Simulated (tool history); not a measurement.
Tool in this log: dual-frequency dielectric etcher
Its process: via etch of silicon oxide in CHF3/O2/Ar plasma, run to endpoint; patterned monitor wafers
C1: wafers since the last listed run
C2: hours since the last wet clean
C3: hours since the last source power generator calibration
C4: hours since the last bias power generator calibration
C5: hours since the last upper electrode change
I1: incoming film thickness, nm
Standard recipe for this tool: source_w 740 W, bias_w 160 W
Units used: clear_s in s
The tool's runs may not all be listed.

Run 1, hour 0: usual settings but bias_w 137 W; C1 0; C2 193.7; C3 1441.3; C4 2169.8; C5 2502.6; I1 791.7. Result: clear_s 436.2 s.
Run 2, hour 45.5: usual settings; C1 199; C2 239.2; C3 1486.8; C4 2215.3; C5 2548.1; I1 793.5. Result: clear_s 419 s.
Run 3, hour 92.8: usual settings; C1 207; C2 286.5; C3 1534.1; C4 2262.6; C5 2595.4; I1 788.3. Result: clear_s 424.5 s.
Run 4, hour 162: usual settings; C1 304; C2 355.7; C3 1603.3; C4 2331.8; C5 2664.6; I1 781.5. Result: clear_s 411.5 s.
Run 5, hour 188.8: usual settings; C1 117; C2 382.5; C3 1630.1; C4 2358.6; C5 2691.4; I1 783. Result: clear_s 410.3 s.
Run 6, hour 250.2: usual settings but source_w 800 W, bias_w 145 W; C1 269; C2 443.9; C3 1691.5; C4 2420; C5 2752.8; I1 784.7. Result: clear_s 407.8 s.
At hour 288.9: upper electrode replaced.
Run 7, hour 310.7: usual settings but source_w 800 W, bias_w 145 W; C1 160; C2 504.4; C3 1752; C4 2480.5; C5 21.8; I1 778.4. Result: clear_s 408.4 s.
At hour 374.5: wet clean of the chamber, repeated, since the last time left the tool worse.
Run 8, hour 378.3: usual settings but source_w 800 W, bias_w 145 W; C1 191; C2 3.8; C3 1819.6; C4 2548.1; C5 89.4; I1 779.1. Result: clear_s 388.5 s.
Run 9, hour 407.1: usual settings; C1 126; C2 32.6; C3 1848.4; C4 2576.9; C5 118.2; I1 777.5. Result: clear_s 383.2 s.
Run 10, hour 461.7: usual settings; C1 239; C2 87.2; C3 1903; C4 2631.5; C5 172.8; I1 790.8. Result: clear_s 399.9 s.
Run 11, hour 489.3: usual settings; C1 121; C2 114.8; C3 1930.6; C4 2659.1; C5 200.4; I1 782.1. Result: clear_s 393.5 s.
Run 12, hour 516.5: usual settings but bias_w 184 W; C1 119; C2 142; C3 1957.8; C4 2686.3; C5 227.6; I1 783.5. Result: clear_s 376.4 s.
Run 13, hour 543.8: usual settings but source_w 680 W, bias_w 140 W; C1 119; C2 169.3; C3 1985.1; C4 2713.6; C5 254.9; I1 783.8. Result: clear_s 421.5 s.
Run 14, hour 612.2: usual settings but bias_w 139 W; C1 300; C2 237.7; C3 2053.5; C4 2782; C5 323.3; I1 788.4. Result: clear_s 410.6 s.
Run 15, hour 682.4: usual settings but source_w 590 W, bias_w 178 W; C1 308; C2 307.9; C3 2123.7; C4 2852.2; C5 393.5; I1 789.2. Result: clear_s 409.9 s.
Run 16, hour 749.7: usual settings but source_w 680 W, bias_w 191 W; C1 295; C2 375.2; C3 2191; C4 2919.5; C5 460.8; I1 787.9. Result: clear_s 374.4 s.
Run 17, hour 776: usual settings but source_w 890 W, bias_w 139 W; C1 115; C2 401.5; C3 2217.3; C4 2945.8; C5 487.1; I1 787.8. Result: clear_s 373 s.
Run 18, hour 803.7: usual settings; C1 121; C2 429.2; C3 2245; C4 2973.5; C5 514.8; I1 783.1. Result: clear_s 376.9 s.
At hour 886.7: wet clean of the chamber.
Run 19, hour 887.2: usual settings but source_w 830 W, bias_w 197 W; C1 261; C2 0.5; C3 2328.5; C4 3057; C5 598.3; I1 792.4. Result: clear_s 358.7 s.
Run 20, hour 929.7: usual settings; C1 186; C2 43; C3 2371; C4 3099.5; C5 640.8; I1 790.2. Result: clear_s 400.6 s.
Run 21, hour 997: usual settings but bias_w 147 W; C1 295; C2 110.3; C3 2438.3; C4 3166.8; C5 708.1; I1 787.6. Result: clear_s 407.2 s.
Run 22, hour 1023.3: usual settings but bias_w 131 W; C1 115; C2 136.6; C3 2464.6; C4 3193.1; C5 734.4; I1 787.4. Result: clear_s 418.3 s.
At hour 1028: source power generator calibrated.
Run 23, hour 1070.4: usual settings but source_w 910 W, bias_w 133 W; C1 189; C2 183.7; C3 42.4; C4 3240.2; C5 781.5; I1 789.1. Result: clear_s 382.6 s.
At hour 1141.1: bias power generator calibrated.
Run 24, hour 1141.6: usual settings but source_w 860 W, bias_w 171 W; C1 295; C2 254.9; C3 113.6; C4 0.5; C5 852.7; I1 782.6. Result: clear_s 358.2 s.
Run 25, hour 1168: usual settings but source_w 680 W; C1 115; C2 281.3; C3 140; C4 26.9; C5 879.1; I1 788.3. Result: clear_s 408.7 s.
Run 26, hour 1237.2: usual settings; C1 304; C2 350.5; C3 209.2; C4 96.1; C5 948.3; I1 788.1. Result: clear_s 394.7 s.
Run 27, hour 1280.8: usual settings but source_w 790 W; C1 191; C2 394.1; C3 252.8; C4 139.7; C5 991.9; I1 782.7. Result: clear_s 378.2 s.
At hour 1355.4: wet clean of the chamber.
Run 28, hour 1355.9: usual settings; C1 224; C2 0.5; C3 327.9; C4 214.8; C5 1067; I1 790.2. Result: clear_s 393.5 s.
Run 29, hour 1394.5: usual settings; C1 169; C2 39.1; C3 366.5; C4 253.4; C5 1105.6; I1 779.8. Result: clear_s 391.5 s.
Run 30, hour 1433.9: usual settings but bias_w 133 W; C1 173; C2 78.5; C3 405.9; C4 292.8; C5 1145; I1 783.7. Result: clear_s 415.3 s.
Run 31, hour 1483.5: usual settings but source_w 630 W, bias_w 130 W; C1 217; C2 128.1; C3 455.5; C4 342.4; C5 1194.6; I1 781.5. Result: clear_s 446.6 s.
Run 32, hour 1540.3: usual settings; C1 249; C2 184.9; C3 512.3; C4 399.2; C5 1251.4; I1 788.5. Result: clear_s 389.6 s.
Run 33, hour 1588.2: usual settings but bias_w 188 W; C1 210; C2 232.8; C3 560.2; C4 447.1; C5 1299.3; I1 789.4. Result: clear_s 369.4 s.
Run 34, hour 1656.8: usual settings but source_w 830 W, bias_w 197 W; C1 301; C2 301.4; C3 628.8; C4 515.7; C5 1367.9; I1 791.5. Result: clear_s 353.2 s.
Run 35, hour 1704.2: usual settings but source_w 570 W, bias_w 187 W; C1 208; C2 348.8; C3 676.2; C4 563.1; C5 1415.3; I1 789.7. Result: clear_s 411.2 s.
Run 36, hour 1771.3: usual settings but source_w 830 W, bias_w 197 W; C1 294; C2 415.9; C3 743.3; C4 630.2; C5 1482.4; I1 793.2. Result: clear_s 345.3 s.

Hidden state at the last listed run before each entry between runs and at the first one after, where it differs:
Run 6 -> run 7: upper electrode replaced (hour 288.9)
  etch rate over this chamber's usual, %: -3.54 -> -3.08
  what was measured, less what the result would be without the hidden state, clear_s: +14.4 -> +12.5 s
Run 7 -> run 8: wet clean of the chamber, repeated, since the last time left the tool worse (hour 374.5)
  etch rate over this chamber's usual, %: -3.08 -> 0.286
  what was measured, less what the result would be without the hidden state, clear_s: +12.5 -> -1.1 s
Run 18 -> run 19: wet clean of the chamber (hour 886.7)
  etch rate over this chamber's usual, %: 3.52 -> -0.679
  what was measured, less what the result would be without the hidden state, clear_s: -13.2 -> +2.4 s
Run 22 -> run 23: source power generator calibrated (hour 1028)
  etch rate over this chamber's usual, %: 0.355 -> 0.713
  what was measured, less what the result would be without the hidden state, clear_s: -1.5 -> -2.8 s
Run 23 -> run 24: bias power generator calibrated (hour 1141.1)
  etch rate over this chamber's usual, %: 0.713 -> 1.25
  what was measured, less what the result would be without the hidden state, clear_s: -2.8 -> -4.5 s
Run 27 -> run 28: wet clean of the chamber (hour 1355.4)
  etch rate over this chamber's usual, %: 2.31 -> 0.173
  what was measured, less what the result would be without the hidden state, clear_s: -8.7 -> -0.7 s
